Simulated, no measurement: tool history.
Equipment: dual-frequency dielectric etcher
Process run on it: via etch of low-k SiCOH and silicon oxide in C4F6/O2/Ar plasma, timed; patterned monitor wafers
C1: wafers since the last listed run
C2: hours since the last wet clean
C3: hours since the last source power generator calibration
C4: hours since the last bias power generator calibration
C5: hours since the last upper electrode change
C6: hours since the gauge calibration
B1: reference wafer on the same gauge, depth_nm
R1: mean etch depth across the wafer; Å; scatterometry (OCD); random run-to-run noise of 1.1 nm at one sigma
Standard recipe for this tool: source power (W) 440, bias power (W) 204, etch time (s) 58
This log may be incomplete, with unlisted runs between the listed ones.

{"run": 1, "hour": 0.0, "source power (W)": 520, "bias power (W)": 204, "etch time (s)": 58, "C1": 0, "C2": 210.3, "C3": 4402.1, "C4": 2862.9, "C5": 2651.9, "C6": 503.6, "B1": 194.8, "R1": 1808}
{"run": 2, "hour": 31.7, "source power (W)": 440, "bias power (W)": 204, "etch time (s)": 58, "C1": 519, "C2": 242, "C3": 4433.8, "C4": 2894.6, "C5": 2683.6, "C6": 535.3, "B1": 195.2, "R1": 1711}
{"run": 3, "hour": 50.0, "source power (W)": 440, "bias power (W)": 204, "etch time (s)": 58, "C1": 300, "C2": 260.3, "C3": 4452.1, "C4": 2912.9, "C5": 2701.9, "C6": 553.6, "B1": 195, "R1": 1693}
{"run": 4, "hour": 83.1, "source power (W)": 440, "bias power (W)": 204, "etch time (s)": 58, "C1": 542, "C2": 293.4, "C3": 4485.2, "C4": 2946, "C5": 2735, "C6": 586.7, "B1": 195.3, "R1": 1685}
{"run": 5, "hour": 95.6, "source power (W)": 440, "bias power (W)": 204, "etch time (s)": 58, "C1": 204, "C2": 305.9, "C3": 4497.7, "C4": 2958.5, "C5": 2747.5, "C6": 599.2, "B1": 195.1, "R1": 1675}
{"run": 6, "hour": 113.4, "source power (W)": 440, "bias power (W)": 204, "etch time (s)": 58, "C1": 291, "C2": 323.7, "C3": 4515.5, "C4": 2976.3, "C5": 2765.3, "C6": 617, "B1": 195.1, "R1": 1669}
{"run": 7, "hour": 131.5, "source power (W)": 440, "bias power (W)": 204, "etch time (s)": 58, "C1": 296, "C2": 341.8, "C3": 4533.6, "C4": 2994.4, "C5": 2783.4, "C6": 635.1, "B1": 195.2, "R1": 1690}
{"hour": 139.6, "done": "gauge calibrated"}
{"run": 8, "hour": 148.6, "source power (W)": 440, "bias power (W)": 204, "etch time (s)": 58, "C1": 280, "C2": 358.9, "C3": 4550.7, "C4": 3011.5, "C5": 2800.5, "C6": 9, "B1": 194.8, "R1": 1677}
{"run": 9, "hour": 167.3, "source power (W)": 440, "bias power (W)": 204, "etch time (s)": 58, "C1": 306, "C2": 377.6, "C3": 4569.4, "C4": 3030.2, "C5": 2819.2, "C6": 27.7, "B1": 195, "R1": 1653}
{"run": 10, "hour": 194.5, "source power (W)": 390, "bias power (W)": 204, "etch time (s)": 51.5, "C1": 445, "C2": 404.8, "C3": 4596.6, "C4": 3057.4, "C5": 2846.4, "C6": 54.9, "B1": 194.7, "R1": 1445}
{"run": 11, "hour": 212.7, "source power (W)": 390, "bias power (W)": 204, "etch time (s)": 51.5, "C1": 298, "C2": 423, "C3": 4614.8, "C4": 3075.6, "C5": 2864.6, "C6": 73.1, "B1": 195.2, "R1": 1429}
{"run": 12, "hour": 227.8, "source power (W)": 440, "bias power (W)": 204, "etch time (s)": 58, "C1": 247, "C2": 438.1, "C3": 4629.9, "C4": 3090.7, "C5": 2879.7, "C6": 88.2, "B1": 195.3, "R1": 1663}
{"run": 13, "hour": 254.0, "source power (W)": 440, "bias power (W)": 204, "etch time (s)": 58, "C1": 429, "C2": 464.3, "C3": 4656.1, "C4": 3116.9, "C5": 2905.9, "C6": 114.4, "B1": 194.9, "R1": 1663}
{"hour": 299.1, "done": "wet clean of the chamber"}
{"run": 14, "hour": 299.6, "source power (W)": 440, "bias power (W)": 204, "etch time (s)": 58, "C1": 354, "C2": 0.5, "C3": 4701.7, "C4": 3162.5, "C5": 2951.5, "C6": 160, "B1": 195, "R1": 1739}
{"run": 15, "hour": 300.0, "source power (W)": 550, "bias power (W)": 233, "etch time (s)": 51.5, "C1": 6, "C2": 0.9, "C3": 4702.1, "C4": 3162.9, "C5": 2951.9, "C6": 160.4, "B1": 195.1, "R1": 1726}
{"run": 16, "hour": 328.7, "source power (W)": 440, "bias power (W)": 204, "etch time (s)": 58, "C1": 470, "C2": 29.6, "C3": 4730.8, "C4": 3191.6, "C5": 2980.6, "C6": 189.1, "B1": 194.8, "R1": 1742}
{"hour": 336.7, "done": "bias power generator calibrated"}
{"run": 17, "hour": 382.3, "source power (W)": 380, "bias power (W)": 236, "etch time (s)": 68, "C1": 813, "C2": 83.2, "C3": 4784.4, "C4": 45.6, "C5": 3034.2, "C6": 242.7, "B1": 195.1, "R1": 2001}
{"run": 18, "hour": 400.1, "source power (W)": 340, "bias power (W)": 156, "etch time (s)": 58, "C1": 291, "C2": 101, "C3": 4802.2, "C4": 63.4, "C5": 3052, "C6": 260.5, "B1": 195, "R1": 1482}
{"hour": 423.4, "done": "source power generator calibrated"}
{"hour": 427.2, "done": "upper electrode replaced"}
{"run": 19, "hour": 428.5, "source power (W)": 400, "bias power (W)": 170, "etch time (s)": 66.5, "C1": 338, "C2": 129.4, "C3": 5.1, "C4": 91.8, "C5": 1.3, "C6": 288.9, "B1": 195, "R1": 1842}
{"run": 20, "hour": 445.4, "source power (W)": 510, "bias power (W)": 204, "etch time (s)": 58, "C1": 277, "C2": 146.3, "C3": 22, "C4": 108.7, "C5": 18.2, "C6": 305.8, "B1": 195.2, "R1": 1810}
{"run": 21, "hour": 458.3, "source power (W)": 360, "bias power (W)": 183, "etch time (s)": 72.5, "C1": 211, "C2": 159.2, "C3": 34.9, "C4": 121.6, "C5": 31.1, "C6": 318.7, "B1": 195, "R1": 1945}
{"run": 22, "hour": 490.2, "source power (W)": 440, "bias power (W)": 204, "etch time (s)": 68.5, "C1": 522, "C2": 191.1, "C3": 66.8, "C4": 153.5, "C5": 63, "C6": 350.6, "B1": 195.3, "R1": 2033}
{"run": 23, "hour": 518.2, "source power (W)": 350, "bias power (W)": 172, "etch time (s)": 75, "C1": 459, "C2": 219.1, "C3": 94.8, "C4": 181.5, "C5": 91, "C6": 378.6, "B1": 194.8, "R1": 1941}
{"run": 24, "hour": 548.2, "source power (W)": 440, "bias power (W)": 158, "etch time (s)": 68.5, "C1": 491, "C2": 249.1, "C3": 124.8, "C4": 211.5, "C5": 121, "C6": 408.6, "B1": 194.9, "R1": 1858}
{"run": 25, "hour": 569.9, "source power (W)": 480, "bias power (W)": 168, "etch time (s)": 50, "C1": 355, "C2": 270.8, "C3": 146.5, "C4": 233.2, "C5": 142.7, "C6": 430.3, "B1": 195.2, "R1": 1420}
{"run": 26, "hour": 595.3, "source power (W)": 440, "bias power (W)": 204, "etch time (s)": 58, "C1": 416, "C2": 296.2, "C3": 171.9, "C4": 258.6, "C5": 168.1, "C6": 455.7, "B1": 195, "R1": 1687}
{"run": 27, "hour": 620.6, "source power (W)": 440, "bias power (W)": 204, "etch time (s)": 58, "C1": 414, "C2": 321.5, "C3": 197.2, "C4": 283.9, "C5": 193.4, "C6": 481, "B1": 194.8, "R1": 1682}
{"run": 28, "hour": 649.0, "source power (W)": 360, "bias power (W)": 160, "etch time (s)": 65.5, "C1": 465, "C2": 349.9, "C3": 225.6, "C4": 312.3, "C5": 221.8, "C6": 509.4, "B1": 194.8, "R1": 1678}
{"run": 29, "hour": 663.1, "source power (W)": 440, "bias power (W)": 233, "etch time (s)": 58, "C1": 231, "C2": 364, "C3": 239.7, "C4": 326.4, "C5": 235.9, "C6": 523.5, "B1": 195, "R1": 1733}

Branching from run 29: 5 alternative next runs. What would each branch give?
{"run": "A", "hour": 663.5, "source power (W)": 440, "bias power (W)": 185, "etch time (s)": 58, "C1": 6, "C2": 364.4, "C3": 240.1, "C4": 326.8, "C5": 236.3, "C6": 523.9, "B1": "?", "R1": "?"}
{"run": "B", "hour": 663.5, "source power (W)": 490, "bias power (W)": 239, "etch time (s)": 58, "C1": 6, "C2": 364.4, "C3": 240.1, "C4": 326.8, "C5": 236.3, "C6": 523.9, "B1": "?", "R1": "?"}
{"run": "C", "hour": 663.5, "source power (W)": 440, "bias power (W)": 204, "etch time (s)": 71.5, "C1": 6, "C2": 364.4, "C3": 240.1, "C4": 326.8, "C5": 236.3, "C6": 523.9, "B1": "?", "R1": "?"}
{"run": "D", "hour": 663.5, "source power (W)": 530, "bias power (W)": 204, "etch time (s)": 58, "C1": 6, "C2": 364.4, "C3": 240.1, "C4": 326.8, "C5": 236.3, "C6": 523.9, "B1": "?", "R1": "?"}
{"run": "E", "hour": 663.5, "source power (W)": 540, "bias power (W)": 217, "etch time (s)": 69.5, "C1": 6, "C2": 364.4, "C3": 240.1, "C4": 326.8, "C5": 236.3, "C6": 523.9, "B1": "?", "R1": "?"}

run=A B1=194.8 R1=1630
run=B B1=194.8 R1=1810
run=C B1=194.8 R1=2061
run=D B1=194.8 R1=1781
run=E B1=194.8 R1=2183
Take away the tool's hidden state, keep each run's random variation, and the runs would have read:
run=A R1=1696
run=B R1=1883
run=C R1=2144
run=D R1=1853
run=E R1=2271

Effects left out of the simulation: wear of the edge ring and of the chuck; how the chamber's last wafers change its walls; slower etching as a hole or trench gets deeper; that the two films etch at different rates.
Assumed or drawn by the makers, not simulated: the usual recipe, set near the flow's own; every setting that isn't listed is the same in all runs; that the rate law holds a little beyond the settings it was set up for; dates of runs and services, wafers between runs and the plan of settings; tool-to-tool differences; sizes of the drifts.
